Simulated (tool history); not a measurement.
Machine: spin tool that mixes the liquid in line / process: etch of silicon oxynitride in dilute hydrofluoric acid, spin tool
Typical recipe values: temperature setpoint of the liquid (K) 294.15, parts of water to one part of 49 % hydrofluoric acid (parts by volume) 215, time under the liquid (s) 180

run	day	temperature setpoint of the liquid (K)	parts of water to one part of 49 % hydrofluoric acid (parts by volume)	time under the liquid (s)	wafers since the last listed run	hours since the thermometer was replaced	hours since the hydrofluoric acid flow meter was replaced	hours since the gauge calibration	read-back film thickness of the silicon oxynitride reference wafer, read on the same gauge (nm)	thickness taken off the silicon oxynitride on a monitor wafer (nm)
1	0	294.15	240	180	0	1862.2	1416.3	308.1	150.006	1.026
2	0.717	294.15	240	180	80	1879.4	1433.5	325.3	150.027	1.008
3	1.604	294.15	290	255	99	1900.7	1454.8	346.6	150.006	1.138
# day 2.829: gauge calibrated
4	2.879	294.15	290	255	143	1931.3	1485.4	1.2	150.043	1.113
5	3.825	294.15	290	255	106	1954	1508.1	23.9	150.023	1.143
6	5.225	294.15	215	180	157	1987.6	1541.7	57.5	150.013	1.138
7	6.021	294.15	285	135	89	2006.7	1560.8	76.6	149.999	0.615
8	6.854	294.15	215	180	93	2026.7	1580.8	96.6	149.974	1.102
9	7.917	294.15	215	180	119	2052.2	1606.3	122.1	149.976	1.142
10	9	294.15	215	180	122	2078.2	1632.3	148.1	150.027	1.131
11	9.508	294.15	215	180	57	2090.4	1644.5	160.3	150.028	1.101
12	10.804	294.15	215	180	145	2121.5	1675.6	191.4	149.962	1.137
13	11.829	294.15	215	180	115	2146.1	1700.2	216	150.011	1.128
14	12.417	294.15	250	250	66	2160.2	1714.3	230.1	150.027	1.275
15	13.308	294.15	215	180	100	2181.6	1735.7	251.5	149.985	1.11
16	14.354	296.15	215	180	117	2206.7	1760.8	276.6	150.057	1.203
17	15.475	291.15	255	100	126	2233.6	1787.7	303.5	150.057	0.433
18	16.204	294.15	250	250	82	2251.1	1805.2	321	149.999	1.31
19	17.346	298.15	160	225	128	2278.5	1832.6	348.4	149.981	2.351
20	18.158	294.15	255	180	91	2298	1852.1	367.9	150.065	0.9
21	18.817	296.15	170	125	74	2313.8	1867.9	383.7	150.017	1.083
22	19.588	294.15	245	180	86	2332.3	1886.4	402.2	149.981	0.933
23	20.625	294.15	290	230	116	2357.2	1911.3	427.1	150.014	0.98
24	21.396	294.15	215	135	86	2375.7	1929.8	445.6	150.034	0.822
# day 21.496: gauge calibrated
# day 21.9: hydrofluoric acid flow meter replaced
25	22.3	294.15	285	135	97	2397.4	9.6	19.3	150.007	0.684
26	23.588	290.15	135	220	145	2428.3	40.5	50.2	150.023	2.162
# day 24.133: thermometer replaced
27	25.008	294.15	215	180	155	21	74.6	84.3	150.012	1.276
28	26.354	297.65	215	180	151	53.3	106.9	116.6	149.989	1.479
29	27.804	290.15	215	180	163	88.1	141.7	151.4	150.011	1.041
30	28.308	294.15	290	180	56	100.2	153.8	163.5	150.008	0.869
31	28.892	290.65	130	180	65	114.2	167.8	177.5	150.022	1.881
32	29.546	294.15	215	180	73	129.9	183.5	193.2	149.931	1.256
33	31.046	298.15	215	180	168	165.9	219.5	229.2	150.025	1.523

Expected results for the next run?
34	32.288	294.15	260	260	139	195.7	249.3	259	?	?

Run 34 came out at read-back film thickness of the silicon oxynitride reference wafer, read on the same gauge (nm) 149.987, thickness taken off the silicon oxynitride on a monitor wafer (nm) 1.466.
Were there no unlogged condition in the tool, this run, its random variation unchanged, would have produced thickness taken off the silicon oxynitride on a monitor wafer (nm) 1.525.
